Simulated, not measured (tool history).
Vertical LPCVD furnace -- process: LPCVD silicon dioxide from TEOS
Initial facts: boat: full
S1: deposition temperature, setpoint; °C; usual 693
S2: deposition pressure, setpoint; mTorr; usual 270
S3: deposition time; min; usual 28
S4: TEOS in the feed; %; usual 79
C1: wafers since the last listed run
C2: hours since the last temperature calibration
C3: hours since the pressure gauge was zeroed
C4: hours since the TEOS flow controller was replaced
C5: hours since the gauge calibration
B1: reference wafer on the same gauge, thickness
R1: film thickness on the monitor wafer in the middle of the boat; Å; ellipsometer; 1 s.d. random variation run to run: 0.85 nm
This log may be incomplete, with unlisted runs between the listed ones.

Run 1, hour 0: usual settings; C1 0; C2 1856.2; C3 4053.2; C4 4844.6; C5 494.1; B1 189.1. Result: R1 2040.1 Å.
Run 2, hour 64.9: usual settings; C1 1512; C2 1921.1; C3 4118.1; C4 4909.5; C5 559; B1 189.13. Result: R1 2039.3 Å.
Run 3, hour 132.1: usual settings; C1 1566; C2 1988.3; C3 4185.3; C4 4976.7; C5 626.2; B1 188.98. Result: R1 2043.5 Å.
Run 4, hour 172.5: usual settings; C1 941; C2 2028.7; C3 4225.7; C4 5017.1; C5 666.6; B1 188.97. Result: R1 2054.6 Å.
Run 5, hour 213.9: usual settings; C1 965; C2 2070.1; C3 4267.1; C4 5058.5; C5 708; B1 188.94. Result: R1 2043.8 Å.
Run 6, hour 269.5: usual settings; C1 1296; C2 2125.7; C3 4322.7; C4 5114.1; C5 763.6; B1 189.06. Result: R1 2046.5 Å.
Run 7, hour 299.7: usual settings; C1 704; C2 2155.9; C3 4352.9; C4 5144.3; C5 793.8; B1 188.88. Result: R1 2060.7 Å.
At hour 384.8: pressure gauge zeroed.
At hour 399.6: thermocouples replaced and temperature profile calibrated.
Run 8, hour 437.1: usual settings; C1 2298; C2 37.5; C3 52.3; C4 5281.7; C5 931.2; B1 189.14. Result: R1 1965.4 Å.
Run 9, hour 461.3: usual settings; C1 564; C2 61.7; C3 76.5; C4 5305.9; C5 955.4; B1 189.02. Result: R1 1984.4 Å.
Run 10, hour 518.6: usual settings; C1 1335; C2 119; C3 133.8; C4 5363.2; C5 1012.7; B1 189.13. Result: R1 1971.9 Å.
Run 11, hour 556.5: usual settings; C1 883; C2 156.9; C3 171.7; C4 5401.1; C5 1050.6; B1 188.97. Result: R1 1975.4 Å.
Run 12, hour 609.2: usual settings; C1 1228; C2 209.6; C3 224.4; C4 5453.8; C5 1103.3; B1 189.27. Result: R1 1966.1 Å.
Run 13, hour 640.9: usual settings but S2 240 mTorr, S3 34.5 min, S4 72 %; C1 739; C2 241.3; C3 256.1; C4 5485.5; C5 1135; B1 189.07. Result: R1 2192.5 Å.
Run 14, hour 692.9: usual settings; C1 1212; C2 293.3; C3 308.1; C4 5537.5; C5 1187; B1 189.13. Result: R1 1962.6 Å.
Run 15, hour 723.8: usual settings but S2 305 mTorr, S4 72 %; C1 720; C2 324.2; C3 339; C4 5568.4; C5 1217.9; B1 188.95. Result: R1 2016.2 Å.
Run 16, hour 785.9: usual settings; C1 1447; C2 386.3; C3 401.1; C4 5630.5; C5 1280; B1 189.1. Result: R1 1982.6 Å.
Run 17, hour 813.1: usual settings but S1 700 °C, S2 290 mTorr, S3 18 min, S4 93 %; C1 634; C2 413.5; C3 428.3; C4 5657.7; C5 1307.2; B1 189.09. Result: R1 1685.4 Å.
At hour 854: TEOS flow controller replaced.
Run 18, hour 854.5: usual settings; C1 405; C2 454.9; C3 469.7; C4 0.5; C5 1348.6; B1 188.95. Result: R1 1984.5 Å.
At hour 894.9: gauge calibrated.
Run 19, hour 905.2: usual settings but S2 310 mTorr, S3 24.5 min; C1 1181; C2 505.6; C3 520.4; C4 51.2; C5 10.3; B1 189.03. Result: R1 1850.9 Å.
Run 20, hour 956.8: usual settings but S1 685 °C, S2 325 mTorr, S3 20.5 min, S4 88 %; C1 1202; C2 557.2; C3 572; C4 102.8; C5 61.9; B1 189.11. Result: R1 1389.5 Å.
Run 21, hour 1022.3: usual settings; C1 1526; C2 622.7; C3 637.5; C4 168.3; C5 127.4; B1 189.07. Result: R1 1989.9 Å.
Run 22, hour 1093.2: usual settings but S1 703 °C, S2 245 mTorr, S4 92 %; C1 1652; C2 693.6; C3 708.4; C4 239.2; C5 198.3; B1 189.13. Result: R1 2590.2 Å.
Run 23, hour 1138.1: usual settings but S1 698 °C, S2 300 mTorr, S3 39 min, S4 95 %; C1 1046; C2 738.5; C3 753.3; C4 284.1; C5 243.2; B1 189.01. Result: R1 3561.3 Å.
Run 24, hour 1167.8: usual settings but S1 683 °C; C1 692; C2 768.2; C3 783; C4 313.8; C5 272.9; B1 188.76. Result: R1 1569.7 Å.

3 options for the next run, each taken on its own from the tool as it stands now. Forecast them:
Run A, hour 1171.7: usual settings; C1 90; C2 772.1; C3 786.9; C4 317.7; C5 276.8; B1 ?. Result: R1 ?.
Run B, hour 1171.7: usual settings but S1 686 °C, S2 215 mTorr; C1 90; C2 772.1; C3 786.9; C4 317.7; C5 276.8; B1 ?. Result: R1 ?.
Run C, hour 1171.7: usual settings but S1 699 °C, S2 220 mTorr, S3 33.5 min, S4 90 %; C1 90; C2 772.1; C3 786.9; C4 317.7; C5 276.8; B1 ?. Result: R1 ?.

run     B1      R1
  A  189.3  1976.4
  B  189.3  1493.6
  C  189.3  2622.1
Without the tool's hidden state the same runs would have given:
run      R1
  A  1948.9
  B  1472.5
  C    2586

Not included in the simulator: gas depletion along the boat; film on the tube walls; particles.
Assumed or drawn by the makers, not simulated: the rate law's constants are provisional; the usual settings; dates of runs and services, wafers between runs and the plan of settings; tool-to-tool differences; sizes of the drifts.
